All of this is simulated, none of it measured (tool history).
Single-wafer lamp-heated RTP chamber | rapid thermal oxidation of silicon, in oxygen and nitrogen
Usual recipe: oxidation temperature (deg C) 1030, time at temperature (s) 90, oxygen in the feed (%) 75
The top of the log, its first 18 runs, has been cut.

run,day,oxidation temperature (deg C),time at temperature (s),oxygen in the feed (%),wafers since the last listed run,wafers since the last pyrometer calibration,hours since the oxygen flow controller was replaced,hours since the gauge calibration,"read-back reference wafer on the same gauge, thickness",oxide thickness on the monitor wafer (angstrom)
19,55.538,1030,90,75,812,3342,3868.8,3330.8,9.125,83.79
20,58.908,1030,112,98,917,4259,3949.7,3411.7,9.114,103.68
21,60.829,1030,90,75,522,4782,3995.8,3457.8,9.120,85.26
# day 61.892: oxygen flow controller replaced
22,63.117,1030,90,75,531,5313,29.4,3512.7,9.123,85.43
23,65.092,1030,69,54,537,5851,76.8,3560.1,9.105,68.13
24,67.717,1030,90,75,714,6565,139.8,3623.1,9.120,87.38
# day 68.129: pyrometer window cleaned and pyrometer calibrated
25,69.421,1009,90,75,373,352,180.7,3664.0,9.116,70.25
# day 71.762: gauge calibrated
26,81.933,1039,90,62,3404,3756,481.0,244.1,9.125,84.53
27,86.254,1030,90,75,1175,4932,584.7,347.8,9.111,85.39
28,88.483,1004,90,75,606,5539,638.2,401.3,9.131,71.30
# day 90.583: pyrometer window cleaned and pyrometer calibrated
29,90.604,1030,90,75,486,5,689.1,452.2,9.126,82.08
30,93.108,1030,90,75,681,687,749.2,512.3,9.114,82.22
31,97.004,1030,90,75,1060,1747,842.7,605.8,9.115,82.81
32,100.921,1058,125,90,1065,2812,936.7,699.8,9.134,126.89
33,103.233,1030,72,66,629,3442,992.2,755.3,9.122,72.32
34,104.971,1009,111,98,472,3914,1033.9,797.0,9.109,88.17
35,107.625,1003,103,66,722,4637,1097.6,860.7,9.118,70.93
36,110.988,1057,90,75,914,5552,1178.3,941.4,9.094,103.17
# day 113.850: pyrometer window cleaned and pyrometer calibrated
37,114.050,1030,123,98,742,53,1251.8,1014.9,9.118,104.81
38,116.075,1056,48,50,551,604,1300.4,1063.5,9.113,64.24

Alternative continuations, all from the tool just after run 38; predict every row:
A,116.092,1030,90,75,4,609,1300.8,1063.9,?,?
B,116.092,1005,60,98,4,609,1300.8,1063.9,?,?
C,116.092,1021,116,98,4,609,1300.8,1063.9,?,?

run,"read-back reference wafer on the same gauge, thickness",oxide thickness on the monitor wafer (angstrom)
A,9.120,81.98
B,9.120,62.85
C,9.120,95.05
With no hidden state in the tool, these same runs would have given:
run,oxide thickness on the monitor wafer (angstrom)
A,81.12
B,62.18
C,94.03

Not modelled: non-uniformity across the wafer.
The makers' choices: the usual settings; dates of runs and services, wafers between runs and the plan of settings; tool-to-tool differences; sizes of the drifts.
